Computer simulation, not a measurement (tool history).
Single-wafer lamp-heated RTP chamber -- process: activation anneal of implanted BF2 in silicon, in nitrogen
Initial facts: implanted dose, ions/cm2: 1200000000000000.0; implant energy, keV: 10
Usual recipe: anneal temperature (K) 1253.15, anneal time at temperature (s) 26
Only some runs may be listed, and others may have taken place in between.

run     day  anneal temperature (K)  anneal time at temperature (s)  read-back reference wafer on the same gauge, sheet resistance  sheet resistance of the implanted and annealed layer (ohm/square)
  1       0                 1234.15                              26                                                         232.99                                                             332.13
  2   0.421                 1234.15                              26                                                         232.98                                                              330.4
  3   1.129                 1253.15                              26                                                         233.54                                                             272.27
  4   1.442                 1253.15                              37                                                         232.75                                                             251.97
  5   2.388                 1253.15                              37                                                         233.37                                                             248.78
  6   3.046                 1253.15                              26                                                          232.4                                                             271.37
  7   3.325                 1253.15                              26                                                          233.1                                                             272.86
  8   3.604                 1253.15                              17                                                          233.2                                                              297.3
  9     3.9                 1253.15                              17                                                         233.11                                                             296.58
 10   4.429                 1253.15                              17                                                         232.81                                                             295.41
        4.6  -- gauge calibrated
 11   5.929                 1253.15                              26                                                         233.39                                                             268.75
 12    6.25                 1266.15                              20                                                         233.74                                                             245.62
      6.879  -- pyrometer window cleaned and pyrometer calibrated
 13     6.9                 1275.15                              17                                                          233.4                                                             242.99
 14   7.017                 1275.15                              12                                                         233.18                                                             265.92
 15   7.625                 1253.15                              26                                                         233.16                                                             277.84
 16   7.892                 1268.15                              17                                                         233.29                                                             260.93
      8.546  -- reflector plate cleaned
 17   8.567                 1277.15                              20                                                         232.94                                                             228.39
 18   9.054                 1264.15                              12                                                         232.88                                                             294.12
 19   9.338                 1253.15                              37                                                         233.13                                                             254.86
 20  10.046                 1228.15                              26                                                          232.8                                                             356.82
     10.346  -- gauge calibrated
 21  10.458                 1253.15                              36                                                            233                                                             257.76
 22  10.808                 1253.15                              26                                                         233.11                                                             277.97
 23  11.475                 1253.15                              21                                                         232.69                                                             288.58

What if the next run were any one of these 3? Each begins from the tool's condition after run 23:
  A  11.492                 1253.15                              26                                                              ?                                                                  ?
  B  11.492                 1244.15                              32                                                              ?                                                                  ?
  C  11.492                 1282.15                              32                                                              ?                                                                  ?

run  read-back reference wafer on the same gauge, sheet resistance  sheet resistance of the implanted and annealed layer (ohm/square)
  A                                                         232.82                                                             278.99
  B                                                         232.82                                                             292.47
  C                                                         232.82                                                             191.68
Without the tool's unlogged condition, the same runs would have read:
run  sheet resistance of the implanted and annealed layer (ohm/square)
  A                                                             280.54
  B                                                             294.09
  C                                                             192.72

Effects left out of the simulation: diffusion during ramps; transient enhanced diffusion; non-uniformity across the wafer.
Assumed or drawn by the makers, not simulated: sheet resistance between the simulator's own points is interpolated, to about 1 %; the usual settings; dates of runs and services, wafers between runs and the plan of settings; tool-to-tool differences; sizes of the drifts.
